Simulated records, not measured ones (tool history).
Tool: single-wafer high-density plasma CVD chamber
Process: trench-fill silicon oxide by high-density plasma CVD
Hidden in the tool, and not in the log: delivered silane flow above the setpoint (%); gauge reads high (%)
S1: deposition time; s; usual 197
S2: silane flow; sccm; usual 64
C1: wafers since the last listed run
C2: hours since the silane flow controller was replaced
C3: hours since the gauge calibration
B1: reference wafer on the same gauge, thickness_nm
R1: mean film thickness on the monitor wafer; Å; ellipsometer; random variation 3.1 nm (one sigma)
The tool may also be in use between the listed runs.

| run | hour | S1 | S2 | C1 | C2 | C3 | B1 | R1 |
|---|---|---|---|---|---|---|---|---|
| 1 | 0.0 | 197 | 64 | 0 | 3169.7 | 181.5 | 1200.153 | 12286.95 |
| 2 | 27.7 | 197 | 64 | 240 | 3197.4 | 209.2 | 1199.811 | 12323.61 |
| 3 | 40.9 | 197 | 64 | 114 | 3210.6 | 222.4 | 1200.269 | 12366.36 |
| 4 | 76.7 | 197 | 59 | 311 | 3246.4 | 258.2 | 1200.309 | 11334.30 |
| 5 | 110.2 | 197 | 59 | 291 | 3279.9 | 291.7 | 1199.884 | 11333.28 |
| 6 | 123.5 | 197 | 59 | 115 | 3293.2 | 305.0 | 1200.044 | 11364.17 |
| 7 | 143.6 | 197 | 64 | 174 | 3313.3 | 325.1 | 1199.955 | 12300.21 |
| 8 | 191.0 | 197 | 64 | 411 | 3360.7 | 372.5 | 1200.804 | 12274.09 |
| 9 | 210.8 | 197 | 64 | 172 | 3380.5 | 392.3 | 1199.947 | 12316.69 |
| 10 | 223.3 | 197 | 64 | 108 | 3393.0 | 404.8 | 1199.890 | 12316.21 |
| 11 | 244.6 | 197 | 64 | 185 | 3414.3 | 426.1 | 1199.573 | 12261.45 |
| 12 | 257.4 | 197 | 64 | 111 | 3427.1 | 438.9 | 1199.983 | 12323.47 |
| 13 | 289.1 | 197 | 64 | 275 | 3458.8 | 470.6 | 1199.963 | 12309.29 |
| 14 | 310.8 | 197 | 64 | 188 | 3480.5 | 492.3 | 1200.019 | 12300.06 |
|  | 325.1 | gauge calibrated |
| 15 | 336.0 | 197 | 68 | 219 | 3505.7 | 10.9 | 1199.722 | 13003.99 |
| 16 | 360.9 | 215 | 76 | 216 | 3530.6 | 35.8 | 1199.835 | 15894.07 |
| 17 | 386.4 | 197 | 64 | 221 | 3556.1 | 61.3 | 1200.556 | 12216.22 |
|  | 474.4 | silane flow controller replaced |
| 18 | 474.9 | 174 | 54 | 699 | 0.5 | 149.8 | 1199.137 | 9747.03 |
| 19 | 497.9 | 197 | 52 | 199 | 23.5 | 172.8 | 1200.482 | 10616.08 |
| 20 | 528.8 | 220 | 76 | 268 | 54.4 | 203.7 | 1199.990 | 17295.74 |
| 21 | 557.3 | 197 | 64 | 247 | 82.9 | 232.2 | 1199.623 | 13017.86 |
| 22 | 591.2 | 233 | 71 | 294 | 116.8 | 266.1 | 1200.055 | 17178.72 |
| 23 | 625.6 | 217 | 58 | 298 | 151.2 | 300.5 | 1199.560 | 12979.60 |
| 24 | 659.7 | 197 | 64 | 296 | 185.3 | 334.6 | 1200.263 | 13039.08 |
| 25 | 676.9 | 178 | 56 | 149 | 202.5 | 351.8 | 1199.346 | 10333.81 |
| 26 | 708.7 | 197 | 64 | 276 | 234.3 | 383.6 | 1199.764 | 13015.53 |
| 27 | 738.3 | 197 | 74 | 257 | 263.9 | 413.2 | 1200.339 | 15001.15 |
| 28 | 762.8 | 221 | 53 | 212 | 288.4 | 437.7 | 1199.848 | 12095.16 |

What the log doesn't show, run by run:
gauge reads high (%): 0 in every run
H1: delivered silane flow above the setpoint (%)
| run | H1 |
|---|---|
| 1 | -5.44 |
| 2 | -5.48 |
| 3 | -5.5 |
| 4 | -5.55 |
| 5 | -5.6 |
| 6 | -5.62 |
| 7 | -5.65 |
| 8 | -5.72 |
| 9 | -5.75 |
| 10 | -5.77 |
| 11 | -5.8 |
| 12 | -5.82 |
| 13 | -5.87 |
| 14 | -5.9 |
| 15 | -5.94 |
| 16 | -5.98 |
| 17 | -6.02 |
| 18 | 0.214 |
| 19 | 0.18 |
| 20 | 0.133 |
| 21 | 0.0907 |
| 22 | 0.04 |
| 23 | -0.0114 |
| 24 | -0.0624 |
| 25 | -0.0881 |
| 26 | -0.136 |
| 27 | -0.18 |
| 28 | -0.217 |

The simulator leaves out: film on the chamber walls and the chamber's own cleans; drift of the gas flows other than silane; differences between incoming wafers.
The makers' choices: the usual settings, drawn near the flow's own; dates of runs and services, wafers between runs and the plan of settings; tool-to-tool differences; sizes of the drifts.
